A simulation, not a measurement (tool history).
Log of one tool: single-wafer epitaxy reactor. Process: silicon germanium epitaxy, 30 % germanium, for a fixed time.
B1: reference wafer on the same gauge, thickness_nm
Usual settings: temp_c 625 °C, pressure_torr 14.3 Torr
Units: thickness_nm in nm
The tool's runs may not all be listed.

run 1 hour=0.0 | temp_c=625 pressure_torr=14.3 | B1=99.243 | thickness_nm=84.352
run 2 hour=30.4 | temp_c=625 pressure_torr=14.3 | B1=99.224 | thickness_nm=84.440
run 3 hour=49.3 | temp_c=625 pressure_torr=14.3 | B1=99.300 | thickness_nm=84.861
run 4 hour=69.7 | temp_c=625 pressure_torr=14.3 | B1=99.217 | thickness_nm=84.864
run 5 hour=98.7 | temp_c=625 pressure_torr=14.3 | B1=99.244 | thickness_nm=84.299
run 6 hour=127.2 | temp_c=620 pressure_torr=16.5 | B1=99.229 | thickness_nm=81.877
run 7 hour=156.2 | temp_c=621 pressure_torr=16.7 | B1=99.244 | thickness_nm=83.057
run 8 hour=183.8 | temp_c=621 pressure_torr=16.7 | B1=99.275 | thickness_nm=84.233
run 9 hour=198.0 | temp_c=625 pressure_torr=14.3 | B1=99.224 | thickness_nm=84.794
run 10 hour=218.9 | temp_c=625 pressure_torr=14.3 | B1=99.247 | thickness_nm=85.132
run 11 hour=244.8 | temp_c=625 pressure_torr=14.3 | B1=99.167 | thickness_nm=85.295
run 12 hour=267.1 | temp_c=636 pressure_torr=14.3 | B1=99.163 | thickness_nm=104.204
run 13 hour=300.4 | temp_c=636 pressure_torr=14.3 | B1=99.251 | thickness_nm=105.162
run 14 hour=328.5 | temp_c=613 pressure_torr=14.3 | B1=99.167 | thickness_nm=67.488
run 15 hour=353.0 | temp_c=625 pressure_torr=11.1 | B1=99.251 | thickness_nm=77.474
run 16 hour=383.7 | temp_c=625 pressure_torr=14.3 | B1=99.186 | thickness_nm=85.326
run 17 hour=396.9 | temp_c=637 pressure_torr=12.6 | B1=99.155 | thickness_nm=101.374
run 18 hour=478.0 | temp_c=620 pressure_torr=11.6 | B1=99.231 | thickness_nm=70.066
run 19 hour=488.0 | temp_c=639 pressure_torr=16.6 | B1=99.157 | thickness_nm=116.151
run 20 hour=512.2 | temp_c=625 pressure_torr=14.3 | B1=99.209 | thickness_nm=83.764
run 21 hour=533.9 | temp_c=625 pressure_torr=14.3 | B1=99.293 | thickness_nm=84.335
run 22 hour=547.5 | temp_c=614 pressure_torr=14.3 | B1=99.215 | thickness_nm=67.870
run 23 hour=583.4 | temp_c=625 pressure_torr=14.3 | B1=99.125 | thickness_nm=84.184
run 24 hour=611.0 | temp_c=614 pressure_torr=12.3 | B1=99.191 | thickness_nm=63.862
run 25 hour=644.1 | temp_c=620 pressure_torr=16.5 | B1=99.257 | thickness_nm=80.732
run 26 hour=673.1 | temp_c=637 pressure_torr=10.8 | B1=99.207 | thickness_nm=93.911
run 27 hour=697.8 | temp_c=625 pressure_torr=14.3 | B1=99.249 | thickness_nm=84.401

Taken out of this log: 5 entries between the listed runs. Where each belongs, and how the hidden state differs across it:
Between runs 11 and 12: gauge calibrated (hour 244.9); pyrometer calibrated (hour 256.4)
  true pressure above the setpoint (%): 4.01 -> 4.2
  measured less the result without the state, thickness_nm: +1.321 -> +1.688 nm
Between runs 17 and 18: capacitance manometer re-zeroed and calibrated (hour 477.5)
  true pressure above the setpoint (%): 5.38 -> 0.794
  measured less the result without the state, thickness_nm: +2.088 -> +0.219 nm
Between runs 19 and 20: showerhead replaced (hour 508.8)
  true pressure above the setpoint (%): 0.794 -> 0.799
  measured less the result without the state, thickness_nm: +0.364 -> +0.263 nm
Between runs 25 and 26: gauge calibrated (hour 667.0)
  true pressure above the setpoint (%): 0.905 -> 0.947
  measured less the result without the state, thickness_nm: +0.288 -> +0.351 nm
